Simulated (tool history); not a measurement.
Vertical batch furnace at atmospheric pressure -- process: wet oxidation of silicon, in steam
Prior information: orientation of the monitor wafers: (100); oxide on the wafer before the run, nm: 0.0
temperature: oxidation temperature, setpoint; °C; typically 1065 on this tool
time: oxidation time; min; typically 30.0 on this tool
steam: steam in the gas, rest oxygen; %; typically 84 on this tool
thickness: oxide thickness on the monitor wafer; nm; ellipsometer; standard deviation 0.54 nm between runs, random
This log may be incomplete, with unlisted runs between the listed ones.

run   hour  temperature  time  steam  read-back reference wafer on the same gauge, thickness  thickness
  1    0.0         1056  33.5     84                                                  372.03     345.07
  2   13.5         1056  33.5     84                                                  371.99     344.30
  3   27.0         1056  33.5     84                                                  371.93     345.12
  4   44.7         1065  30.0     84                                                  372.06     339.07
  5   52.3         1065  30.0     84                                                  372.02     339.03
  6   69.4         1071  18.5     84                                                  371.95     257.54
  7   81.0         1071  18.5     84                                                  372.11     258.17
  8   98.3         1065  30.0     84                                                  372.02     339.76
  9  115.5         1065  30.0     84                                                  372.02     339.52
 10  122.9         1065  30.0     84                                                  371.95     340.73
 11  130.2         1065  30.0     84                                                  371.90     340.02
 12  147.0         1065  30.0     84                                                  371.86     340.10
 13  154.7         1065  30.0     81                                                  372.00     332.61
     191.0  -- steam generator serviced
 14  191.5         1065  36.5     84                                                  371.97     405.49
 15  195.0         1065  36.5     84                                                  371.95     403.32
 16  198.5         1065  36.5     84                                                  372.01     405.60
 17  201.9         1057  30.0     84                                                  371.97     341.65
     207.4  -- gauge calibrated
 18  211.5         1057  30.0     84                                                  371.85     341.59
 19  223.1         1084  23.5     89                                                  372.01     353.07
 20  238.0         1065  30.0     84                                                  371.99     357.14
 21  244.3         1049  24.5     84                                                  371.90     282.42
     280.5  -- thermocouples replaced and temperature profile calibrated
 22  281.0         1044  39.5     74                                                  371.89     345.11
 23  284.5         1044  39.5     74                                                  372.00     344.69
 24  288.5         1042  23.0     91                                                  372.00     272.19

Estimate the outcome of run 25 from the log above:
 25  295.7         1065  30.0     84                                                       ?          ?

read-back reference wafer on the same gauge, thickness: 371.91
thickness: 356.48 nm
With the hidden condition absent and the run-to-run variation left alone, this run would have shown thickness 358.24 nm.

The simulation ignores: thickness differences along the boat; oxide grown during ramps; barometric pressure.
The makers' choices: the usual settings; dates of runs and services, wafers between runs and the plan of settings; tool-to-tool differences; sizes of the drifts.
